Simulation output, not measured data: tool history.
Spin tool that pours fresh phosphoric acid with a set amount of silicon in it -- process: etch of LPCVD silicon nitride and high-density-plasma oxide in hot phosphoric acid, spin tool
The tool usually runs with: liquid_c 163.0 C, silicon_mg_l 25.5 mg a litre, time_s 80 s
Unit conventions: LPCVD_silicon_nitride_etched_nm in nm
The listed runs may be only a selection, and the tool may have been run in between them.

run,hour,liquid_c,silicon_mg_l,time_s,"read-back film thickness of the LPCVD silicon nitride reference wafer, read on the same gauge (nm)",LPCVD_silicon_nitride_etched_nm
1,0.0,163.0,25.5,80,139.62,7.66
# hour 14.6: dissolved silicon flow meter replaced
2,28.6,160.0,12.0,55,139.39,4.65
3,62.4,163.0,25.5,95,139.23,8.98
4,95.5,166.0,25.5,80,138.93,8.23
5,114.7,161.0,25.5,35,138.81,3.08
6,203.0,160.0,10.5,45,138.05,3.78
7,216.3,165.5,8.5,35,137.92,3.56
8,233.6,165.5,18.5,80,137.76,8.04
9,254.4,163.0,25.5,80,137.56,7.53
10,282.5,163.0,18.5,120,137.23,11.00
11,297.4,163.0,7.5,80,137.11,7.50
12,317.6,160.5,13.0,55,136.88,4.67
# hour 331.3: gauge calibrated
13,333.1,165.5,36.0,35,139.90,3.59
14,366.9,163.0,25.5,80,139.87,7.52
15,379.5,163.0,25.5,100,139.84,9.42
16,414.2,160.5,25.5,80,139.80,6.96
17,437.1,163.0,20.0,80,139.75,7.64
18,513.0,163.0,6.5,50,139.58,4.74
19,543.5,160.5,25.5,115,139.45,10.11
20,567.6,163.0,25.5,80,139.35,7.55

Some steps in LPCVD_silicon_nitride_etched_nm, run to run, broken into two amounts with sign: the step expected even without the hidden condition (settings, incoming material, random variation), and the rest, left for the hidden condition together with whatever gauge scatter is not in both the measured and the hidden-condition-free result:
What the log doesn't record here: liquid hotter than its thermometer reads (K); dissolved silicon flow above the setpoint (%); temperature lost on the way to the wafer (K); gauge reads high (%).
Run 4 -> 5: liquid_c 166.0 -> 161.0, time_s 80 -> 35. LPCVD_silicon_nitride_etched_nm -5.15 nm: hidden state +0.03, all else -5.18.
Run 7 -> 8: silicon_mg_l 8.5 -> 18.5, time_s 35 -> 80. LPCVD_silicon_nitride_etched_nm +4.48 nm: hidden state -0.08, all else +4.56.
Run 12 -> 13: liquid_c 160.5 -> 165.5, silicon_mg_l 13.0 -> 36.0, time_s 55 -> 35, gauge calibrated. LPCVD_silicon_nitride_etched_nm -1.08 nm: hidden state +0.10, all else -1.18.
Run 18 -> 19: liquid_c 163.0 -> 160.5, silicon_mg_l 6.5 -> 25.5, time_s 50 -> 115. LPCVD_silicon_nitride_etched_nm +5.37 nm: hidden state -0.02, all else +5.39.
